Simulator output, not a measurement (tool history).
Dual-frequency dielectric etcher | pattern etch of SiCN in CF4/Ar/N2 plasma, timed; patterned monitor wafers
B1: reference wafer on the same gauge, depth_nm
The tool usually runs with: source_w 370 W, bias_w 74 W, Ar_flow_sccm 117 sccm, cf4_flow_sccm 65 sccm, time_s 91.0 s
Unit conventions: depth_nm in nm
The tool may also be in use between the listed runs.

Run 1, hour 0.0: usual settings; B1 61.4. Result: depth_nm 63.2 nm.
Run 2, hour 27.4: usual settings; B1 61.4. Result: depth_nm 63.5 nm.
Run 3, hour 39.5: usual settings; B1 61.4. Result: depth_nm 63.1 nm.
At hour 62.2: gauge calibrated.
Run 4, hour 72.9: usual settings but source_w 420 W; B1 61.3. Result: depth_nm 67.5 nm.
Run 5, hour 98.2: usual settings but source_w 420 W; B1 61.4. Result: depth_nm 67.3 nm.
Run 6, hour 114.0: usual settings but source_w 420 W; B1 61.4. Result: depth_nm 67.4 nm.
Run 7, hour 145.8: usual settings; B1 61.4. Result: depth_nm 63.2 nm.
Run 8, hour 158.4: usual settings; B1 61.4. Result: depth_nm 63.1 nm.
At hour 176.8: Ar flow controller replaced.
At hour 198.8: upper electrode replaced.
Run 9, hour 199.3: usual settings; B1 61.4. Result: depth_nm 63.3 nm.
Run 10, hour 221.2: usual settings but time_s 100.5 s; B1 61.4. Result: depth_nm 69.7 nm.
Run 11, hour 237.9: usual settings but bias_w 83 W, Ar_flow_sccm 140 sccm, cf4_flow_sccm 61 sccm; B1 61.4. Result: depth_nm 62.2 nm.
At hour 253.3: CF4 flow controller replaced.
At hour 283.3: source power generator calibrated.
At hour 284.2: wet clean of the chamber.
Run 12, hour 284.7: usual settings; B1 61.4. Result: depth_nm 62.9 nm.
Run 13, hour 288.9: usual settings; B1 61.4. Result: depth_nm 63.0 nm.
At hour 304.6: bias power generator calibrated.
Run 14, hour 314.1: usual settings but bias_w 61 W; B1 61.4. Result: depth_nm 60.9 nm.
Run 15, hour 333.3: usual settings; B1 61.4. Result: depth_nm 63.1 nm.
Run 16, hour 363.1: usual settings but cf4_flow_sccm 61 sccm; B1 61.4. Result: depth_nm 62.7 nm.
At hour 423.3: gauge calibrated.
Run 17, hour 454.8: usual settings but source_w 420 W, time_s 75.5 s; B1 61.4. Result: depth_nm 55.6 nm.
Run 18, hour 481.6: usual settings but source_w 420 W, bias_w 89 W, time_s 83.0 s; B1 61.5. Result: depth_nm 63.2 nm.
Run 19, hour 497.9: usual settings; B1 61.4. Result: depth_nm 62.5 nm.
Run 20, hour 523.6: usual settings; B1 61.4. Result: depth_nm 62.6 nm.
Run 21, hour 552.3: usual settings but source_w 280 W, bias_w 83 W, Ar_flow_sccm 110 sccm; B1 61.4. Result: depth_nm 56.6 nm.

Forecast each of these 4 alternatives for the next run:
Run A, hour 552.7: usual settings but bias_w 60 W; B1 ?. Result: depth_nm ?.
Run B, hour 552.7: usual settings but bias_w 80 W, time_s 68.5 s; B1 ?. Result: depth_nm ?.
Run C, hour 552.7: usual settings but bias_w 66 W, Ar_flow_sccm 100 sccm, cf4_flow_sccm 60 sccm, time_s 81.0 s; B1 ?. Result: depth_nm ?.
Run D, hour 552.7: usual settings but source_w 330 W, bias_w 68 W, Ar_flow_sccm 103 sccm, time_s 111.5 s; B1 ?. Result: depth_nm ?.

run    B1  depth_nm
  A  61.4      60.1
  B  61.4      47.7
  C  61.4      55.4
  D  61.4      72.7
With the hidden condition removed and each run's random variation left untouched, the same runs would have given:
run  depth_nm
  A      60.7
  B      48.2
  C      55.9
  D      73.4
